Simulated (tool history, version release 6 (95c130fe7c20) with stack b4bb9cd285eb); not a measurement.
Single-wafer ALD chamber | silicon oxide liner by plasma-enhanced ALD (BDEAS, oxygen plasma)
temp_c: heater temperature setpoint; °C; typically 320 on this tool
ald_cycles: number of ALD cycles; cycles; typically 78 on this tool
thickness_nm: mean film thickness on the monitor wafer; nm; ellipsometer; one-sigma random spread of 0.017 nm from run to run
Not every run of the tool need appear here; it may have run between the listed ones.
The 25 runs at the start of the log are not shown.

run	hour	temp_c	ald_cycles	wafers since the last listed run	hours since the last thermocouple change	hours since the gauge calibration	read-back reference wafer on the same gauge, thickness_nm	thickness_nm
26	2157	325	69	500	2221.4	381.2	5.958	5.963
# hour 2175.4: thermocouple changed; heater temperature recalibrated
27	2223.6	327	78	274	48.2	447.8	5.959	6.787
28	2323.2	323	78	466	147.8	547.4	5.96	6.803
29	2394.8	309	65	335	219.4	619	5.961	5.791
30	2480.7	308	78	402	305.3	704.9	5.96	6.991
31	2579.1	308	73	460	403.7	803.3	5.961	6.534
32	2647.8	309	90	321	472.4	872	5.96	8.047
33	2698.5	320	78	237	523.1	922.7	5.956	6.831
34	2767	320	89	320	591.6	991.2	5.959	7.777
35	2872.6	314	86	494	697.2	1096.8	5.96	7.588
36	2949.8	320	78	361	774.4	1174	5.962	6.808

Below are 4 alternative next runs, each starting from the tool's condition after run 36. Predict each:
A	2950.3	320	78	2	774.9	1174.5	?	?
B	2950.3	313	84	2	774.9	1174.5	?	?
C	2950.3	334	66	2	774.9	1174.5	?	?
D	2950.3	327	68	2	774.9	1174.5	?	?

run	read-back reference wafer on the same gauge, thickness_nm	thickness_nm
A	5.963	6.824
B	5.963	7.434
C	5.963	5.641
D	5.963	5.881
Without the tool's unlogged condition, the same runs would have read:
run	thickness_nm
A	6.866
B	7.479
C	5.676
D	5.917
